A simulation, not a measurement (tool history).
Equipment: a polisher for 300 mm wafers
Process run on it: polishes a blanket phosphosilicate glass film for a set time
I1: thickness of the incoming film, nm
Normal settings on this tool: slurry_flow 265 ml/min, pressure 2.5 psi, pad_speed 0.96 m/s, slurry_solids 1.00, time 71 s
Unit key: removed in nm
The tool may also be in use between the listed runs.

{"run": 1, "hour": 0.0, "slurry_flow": 265, "pressure": 2.5, "pad_speed": 0.96, "slurry_solids": 1.0, "time": 71, "I1": 2791.5, "removed": 475.1}
{"run": 2, "hour": 32.0, "slurry_flow": 265, "pressure": 2.5, "pad_speed": 0.96, "slurry_solids": 1.0, "time": 71, "I1": 2787.9, "removed": 468.0}
{"hour": 52.2, "done": "slurry blender recalibrated"}
{"run": 3, "hour": 73.1, "slurry_flow": 265, "pressure": 2.5, "pad_speed": 0.96, "slurry_solids": 1.0, "time": 71, "I1": 2767.7, "removed": 510.2}
{"hour": 100.3, "done": "conditioning disc replaced and pad reconditioned"}
{"run": 4, "hour": 127.6, "slurry_flow": 265, "pressure": 2.5, "pad_speed": 0.96, "slurry_solids": 1.0, "time": 71, "I1": 2790.7, "removed": 511.5}
{"hour": 148.9, "done": "worn pad replaced by a new one"}
{"run": 5, "hour": 160.9, "slurry_flow": 265, "pressure": 2.5, "pad_speed": 0.96, "slurry_solids": 1.0, "time": 71, "I1": 2737.4, "removed": 505.0}
{"run": 6, "hour": 227.4, "slurry_flow": 265, "pressure": 2.5, "pad_speed": 0.96, "slurry_solids": 1.0, "time": 71, "I1": 2769.6, "removed": 501.4}
{"hour": 264.2, "done": "conditioning disc replaced and pad reconditioned"}
{"run": 7, "hour": 275.2, "slurry_flow": 265, "pressure": 2.5, "pad_speed": 0.96, "slurry_solids": 1.0, "time": 71, "I1": 2766.0, "removed": 498.4}
{"hour": 296.9, "done": "slurry nozzle cleaned"}
{"hour": 297.8, "done": "worn pad replaced by a new one"}
{"run": 8, "hour": 346.7, "slurry_flow": 265, "pressure": 2.5, "pad_speed": 0.96, "slurry_solids": 1.0, "time": 71, "I1": 2772.2, "removed": 490.2}
{"hour": 369.9, "done": "head pressure recalibrated"}
{"run": 9, "hour": 376.2, "slurry_flow": 335, "pressure": 2.5, "pad_speed": 0.82, "slurry_solids": 1.0, "time": 71, "I1": 2737.5, "removed": 449.6}
{"run": 10, "hour": 412.7, "slurry_flow": 345, "pressure": 1.9, "pad_speed": 1.08, "slurry_solids": 0.8, "time": 71, "I1": 2780.6, "removed": 380.7}
{"hour": 419.8, "done": "conditioning disc replaced and pad reconditioned"}
{"hour": 420.4, "done": "slurry blender recalibrated"}
{"hour": 462.8, "done": "worn pad replaced by a new one"}
{"run": 11, "hour": 475.7, "slurry_flow": 265, "pressure": 2.5, "pad_speed": 0.96, "slurry_solids": 1.0, "time": 71, "I1": 2777.1, "removed": 509.9}
{"run": 12, "hour": 520.7, "slurry_flow": 265, "pressure": 2.5, "pad_speed": 0.96, "slurry_solids": 1.25, "time": 71, "I1": 2812.6, "removed": 544.2}
{"run": 13, "hour": 582.3, "slurry_flow": 265, "pressure": 2.5, "pad_speed": 0.96, "slurry_solids": 1.0, "time": 71, "I1": 2756.5, "removed": 517.7}
{"hour": 589.2, "done": "conditioning disc replaced and pad reconditioned"}
{"hour": 611.1, "done": "worn pad replaced by a new one"}
{"run": 14, "hour": 648.2, "slurry_flow": 265, "pressure": 2.5, "pad_speed": 0.96, "slurry_solids": 1.0, "time": 71, "I1": 2822.2, "removed": 499.4}
{"hour": 727.5, "done": "conditioning disc replaced and pad reconditioned"}
{"hour": 738.3, "done": "slurry nozzle cleaned"}
{"run": 15, "hour": 762.5, "slurry_flow": 265, "pressure": 2.5, "pad_speed": 0.78, "slurry_solids": 1.0, "time": 71, "I1": 2788.5, "removed": 418.4}
{"hour": 781.4, "done": "worn pad replaced by a new one"}
{"run": 16, "hour": 788.9, "slurry_flow": 330, "pressure": 2.5, "pad_speed": 1.26, "slurry_solids": 1.0, "time": 71, "I1": 2783.7, "removed": 574.4}

What if the next run were any one of these 5? Each begins from the tool's condition after run 16:
{"run": "A", "hour": 789.3, "slurry_flow": 265, "pressure": 2.5, "pad_speed": 0.96, "slurry_solids": 1.0, "time": 71, "I1": 2809.4, "removed": "?"}
{"run": "B", "hour": 789.3, "slurry_flow": 330, "pressure": 2.5, "pad_speed": 0.96, "slurry_solids": 1.0, "time": 71, "I1": 2809.4, "removed": "?"}
{"run": "C", "hour": 789.3, "slurry_flow": 265, "pressure": 2.5, "pad_speed": 1.16, "slurry_solids": 0.9, "time": 64, "I1": 2809.4, "removed": "?"}
{"run": "D", "hour": 789.3, "slurry_flow": 265, "pressure": 2.5, "pad_speed": 0.96, "slurry_solids": 1.0, "time": 79, "I1": 2809.4, "removed": "?"}
{"run": "E", "hour": 789.3, "slurry_flow": 265, "pressure": 2.5, "pad_speed": 0.72, "slurry_solids": 1.0, "time": 61, "I1": 2809.4, "removed": "?"}

run=A removed=472.5
run=B removed=482.8
run=C removed=464.8
run=D removed=525.8
run=E removed=340.1
Without the tool's hidden state the same runs would have given:
run=A removed=507.5
run=B removed=518.5
run=C removed=500.5
run=D removed=564.7
run=E removed=365.3
